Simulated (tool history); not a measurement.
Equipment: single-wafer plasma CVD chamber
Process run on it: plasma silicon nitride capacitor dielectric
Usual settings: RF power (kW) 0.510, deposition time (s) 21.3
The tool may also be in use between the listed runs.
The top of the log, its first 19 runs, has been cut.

run	day	RF power (kW)	deposition time (s)	wafers since the last listed run	hours since the last RF generator calibration	hours since the showerhead was replaced	hours since the gauge calibration	read-back reference wafer on the same gauge, thickness_nm	mean film thickness on the monitor wafer (nm)
20	40.504	0.510	21.3	1217	209.1	165.9	729.8	28.991	30.953
21	42.508	0.510	21.3	1099	257.2	214.0	777.9	28.993	31.083
22	45.042	0.510	19.3	1389	318.0	274.8	838.7	29.020	27.952
# day 46.075: gauge calibrated
23	46.254	0.430	21.3	664	347.1	303.9	4.3	29.020	28.483
24	48.096	0.605	23.2	1010	391.3	348.1	48.5	29.013	36.025
25	50.054	0.510	18.9	1074	438.3	395.1	95.5	29.003	27.306
26	51.075	0.510	17.3	559	462.8	419.6	120.0	29.004	25.080
27	52.367	0.510	21.3	708	493.8	450.6	151.0	29.024	30.869
28	53.738	0.480	23.2	751	526.7	483.5	183.9	28.999	32.742
29	56.346	0.510	19.0	1430	589.3	546.1	246.5	29.007	27.367
30	58.975	0.425	19.6	1441	652.4	609.2	309.6	29.023	26.073
31	64.042	0.585	19.7	2778	774.0	730.8	431.2	28.993	30.031
32	66.688	0.415	21.3	1451	837.5	794.3	494.7	28.985	27.822

Forecast each of these 5 alternatives for the next run:
A	66.704	0.510	21.3	9	837.9	794.7	495.1	?	?
B	66.704	0.465	23.7	9	837.9	794.7	495.1	?	?
C	66.704	0.600	23.4	9	837.9	794.7	495.1	?	?
D	66.704	0.595	22.7	9	837.9	794.7	495.1	?	?
E	66.704	0.540	22.5	9	837.9	794.7	495.1	?	?

run	read-back reference wafer on the same gauge, thickness_nm	mean film thickness on the monitor wafer (nm)
A	28.987	30.785
B	28.987	32.888
C	28.987	36.193
D	28.987	34.992
E	28.987	33.321
With no hidden state in the tool, these same runs would have given:
run	mean film thickness on the monitor wafer (nm)
A	31.334
B	33.475
C	36.839
D	35.616
E	33.916
